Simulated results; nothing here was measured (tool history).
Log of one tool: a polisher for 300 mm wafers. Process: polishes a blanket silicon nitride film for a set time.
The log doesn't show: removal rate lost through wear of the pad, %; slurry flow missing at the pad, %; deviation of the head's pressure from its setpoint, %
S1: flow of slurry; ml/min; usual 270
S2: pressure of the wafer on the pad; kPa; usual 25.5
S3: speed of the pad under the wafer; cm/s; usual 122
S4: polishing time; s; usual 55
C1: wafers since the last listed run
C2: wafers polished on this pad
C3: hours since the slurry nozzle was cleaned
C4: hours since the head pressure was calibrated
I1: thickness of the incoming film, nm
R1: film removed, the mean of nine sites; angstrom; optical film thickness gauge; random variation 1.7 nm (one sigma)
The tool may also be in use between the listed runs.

{"run": 1, "hour": 0.0, "S1": 240, "S2": 25.5, "S3": 112, "S4": 55, "C1": 0, "C2": 2185, "C3": 242.8, "C4": 359.1, "I1": 723.9, "R1": 1173}
{"hour": 53.3, "done": "worn pad replaced by a new one"}
{"run": 2, "hour": 70.0, "S1": 270, "S2": 25.5, "S3": 122, "S4": 55, "C1": 737, "C2": 187, "C3": 312.8, "C4": 429.1, "I1": 716.9, "R1": 1255}
{"run": 3, "hour": 117.9, "S1": 270, "S2": 25.5, "S3": 122, "S4": 55, "C1": 535, "C2": 722, "C3": 360.7, "C4": 477.0, "I1": 723.0, "R1": 1277}
{"run": 4, "hour": 173.6, "S1": 270, "S2": 25.5, "S3": 122, "S4": 55, "C1": 622, "C2": 1344, "C3": 416.4, "C4": 532.7, "I1": 720.7, "R1": 1265}
{"run": 5, "hour": 204.7, "S1": 270, "S2": 25.5, "S3": 122, "S4": 55, "C1": 347, "C2": 1692, "C3": 447.5, "C4": 563.8, "I1": 726.9, "R1": 1250}
{"hour": 274.9, "done": "worn pad replaced by a new one, of another model than before"}
{"run": 6, "hour": 275.2, "S1": 270, "S2": 25.5, "S3": 122, "S4": 55, "C1": 743, "C2": 3, "C3": 518.0, "C4": 634.3, "I1": 724.5, "R1": 1260}
{"hour": 303.5, "done": "slurry nozzle cleaned"}
{"run": 7, "hour": 308.0, "S1": 270, "S2": 25.5, "S3": 122, "S4": 55, "C1": 355, "C2": 358, "C3": 4.5, "C4": 667.1, "I1": 725.4, "R1": 1269}
{"run": 8, "hour": 341.1, "S1": 270, "S2": 25.5, "S3": 110, "S4": 55, "C1": 369, "C2": 728, "C3": 37.6, "C4": 700.2, "I1": 703.9, "R1": 1168}
{"run": 9, "hour": 393.8, "S1": 270, "S2": 25.5, "S3": 110, "S4": 55, "C1": 588, "C2": 1317, "C3": 90.3, "C4": 752.9, "I1": 723.7, "R1": 1162}
{"run": 10, "hour": 440.7, "S1": 270, "S2": 25.5, "S3": 122, "S4": 55, "C1": 524, "C2": 1841, "C3": 137.2, "C4": 799.8, "I1": 730.0, "R1": 1213}
{"run": 11, "hour": 506.1, "S1": 270, "S2": 25.5, "S3": 122, "S4": 55, "C1": 730, "C2": 2572, "C3": 202.6, "C4": 865.2, "I1": 724.7, "R1": 1180}
{"hour": 538.4, "done": "worn pad replaced by a new one"}
{"run": 12, "hour": 538.9, "S1": 270, "S2": 25.5, "S3": 122, "S4": 55, "C1": 321, "C2": 5, "C3": 235.4, "C4": 898.0, "I1": 723.7, "R1": 1239}
{"run": 13, "hour": 579.4, "S1": 270, "S2": 25.5, "S3": 122, "S4": 55, "C1": 452, "C2": 457, "C3": 275.9, "C4": 938.5, "I1": 712.7, "R1": 1254}
{"run": 14, "hour": 610.4, "S1": 270, "S2": 25.5, "S3": 122, "S4": 55, "C1": 346, "C2": 804, "C3": 306.9, "C4": 969.5, "I1": 721.2, "R1": 1279}
{"run": 15, "hour": 644.0, "S1": 270, "S2": 25.5, "S3": 122, "S4": 55, "C1": 375, "C2": 1179, "C3": 340.5, "C4": 1003.1, "I1": 723.3, "R1": 1244}
{"run": 16, "hour": 710.3, "S1": 235, "S2": 18.6, "S3": 122, "S4": 55, "C1": 740, "C2": 1920, "C3": 406.8, "C4": 1069.4, "I1": 719.5, "R1": 1006}
{"run": 17, "hour": 766.3, "S1": 200, "S2": 25.5, "S3": 144, "S4": 46, "C1": 625, "C2": 2546, "C3": 462.8, "C4": 1125.4, "I1": 730.9, "R1": 1119}
{"run": 18, "hour": 797.1, "S1": 300, "S2": 25.5, "S3": 122, "S4": 55, "C1": 344, "C2": 2890, "C3": 493.6, "C4": 1156.2, "I1": 720.0, "R1": 1162}
{"hour": 814.8, "done": "worn pad replaced by a new one"}
{"hour": 849.4, "done": "head pressure recalibrated"}
{"run": 19, "hour": 849.9, "S1": 215, "S2": 33.1, "S3": 156, "S4": 46, "C1": 522, "C2": 369, "C3": 546.4, "C4": 0.5, "I1": 731.3, "R1": 1545}
{"hour": 852.6, "done": "slurry nozzle cleaned"}
{"run": 20, "hour": 889.6, "S1": 335, "S2": 25.5, "S3": 104, "S4": 60, "C1": 432, "C2": 801, "C3": 37.0, "C4": 40.2, "I1": 733.5, "R1": 1222}
{"hour": 1042.0, "done": "worn pad replaced by a new one"}
{"run": 21, "hour": 1065.4, "S1": 220, "S2": 17.9, "S3": 122, "S4": 55, "C1": 1919, "C2": 262, "C3": 212.8, "C4": 216.0, "I1": 718.6, "R1": 996}
{"run": 22, "hour": 1099.7, "S1": 270, "S2": 25.5, "S3": 122, "S4": 38, "C1": 383, "C2": 645, "C3": 247.1, "C4": 250.3, "I1": 718.0, "R1": 877}
{"run": 23, "hour": 1145.2, "S1": 270, "S2": 25.5, "S3": 122, "S4": 55, "C1": 508, "C2": 1153, "C3": 292.6, "C4": 295.8, "I1": 730.7, "R1": 1255}
{"run": 24, "hour": 1197.0, "S1": 270, "S2": 25.5, "S3": 106, "S4": 55, "C1": 578, "C2": 1732, "C3": 344.4, "C4": 347.6, "I1": 728.6, "R1": 1114}
{"run": 25, "hour": 1245.3, "S1": 335, "S2": 25.5, "S3": 122, "S4": 73, "C1": 539, "C2": 2272, "C3": 392.7, "C4": 395.9, "I1": 718.6, "R1": 1619}
{"hour": 1292.1, "done": "slurry nozzle cleaned"}
{"run": 26, "hour": 1293.6, "S1": 270, "S2": 25.5, "S3": 122, "S4": 55, "C1": 528, "C2": 2800, "C3": 1.5, "C4": 444.2, "I1": 718.5, "R1": 1192}

How the hidden state differs across the entries between the runs, from the last listed run before each to the first after it:
Between runs 1 and 2: worn pad replaced by a new one (hour 53.3)
  removal rate lost through wear of the pad, %: 3.71 -> 0.178
  measured less the result without the state, R1: -45 -> -3 angstrom
Between runs 5 and 6: worn pad replaced by a new one, of another model than before (hour 274.9)
  removal rate lost through wear of the pad, %: 2.3 -> 1.08
  measured less the result without the state, R1: -30 -> -14 angstrom
Between runs 6 and 7: slurry nozzle cleaned (hour 303.5)
  removal rate lost through wear of the pad, %: 1.08 -> 1.18
  measured less the result without the state, R1: -14 -> -15 angstrom
Between runs 11 and 12: worn pad replaced by a new one (hour 538.4)
  removal rate lost through wear of the pad, %: 6.09 -> 0.632
  measured less the result without the state, R1: -77 -> -8 angstrom
Between runs 18 and 19: worn pad replaced by a new one (hour 814.8); head pressure recalibrated (hour 849.4)
  removal rate lost through wear of the pad, %: 6.91 -> 0.416
  measured less the result without the state, R1: -86 -> -6 angstrom
Between runs 19 and 20: slurry nozzle cleaned (hour 852.6)
  removal rate lost through wear of the pad, %: 0.416 -> 0.825
  measured less the result without the state, R1: -6 -> -10 angstrom
Between runs 20 and 21: worn pad replaced by a new one (hour 1042.0)
  removal rate lost through wear of the pad, %: 0.825 -> 0.794
  measured less the result without the state, R1: -10 -> -8 angstrom
Between runs 25 and 26: slurry nozzle cleaned (hour 1292.1)
  removal rate lost through wear of the pad, %: 4.62 -> 6.69
  measured less the result without the state, R1: -79 -> -85 angstrom

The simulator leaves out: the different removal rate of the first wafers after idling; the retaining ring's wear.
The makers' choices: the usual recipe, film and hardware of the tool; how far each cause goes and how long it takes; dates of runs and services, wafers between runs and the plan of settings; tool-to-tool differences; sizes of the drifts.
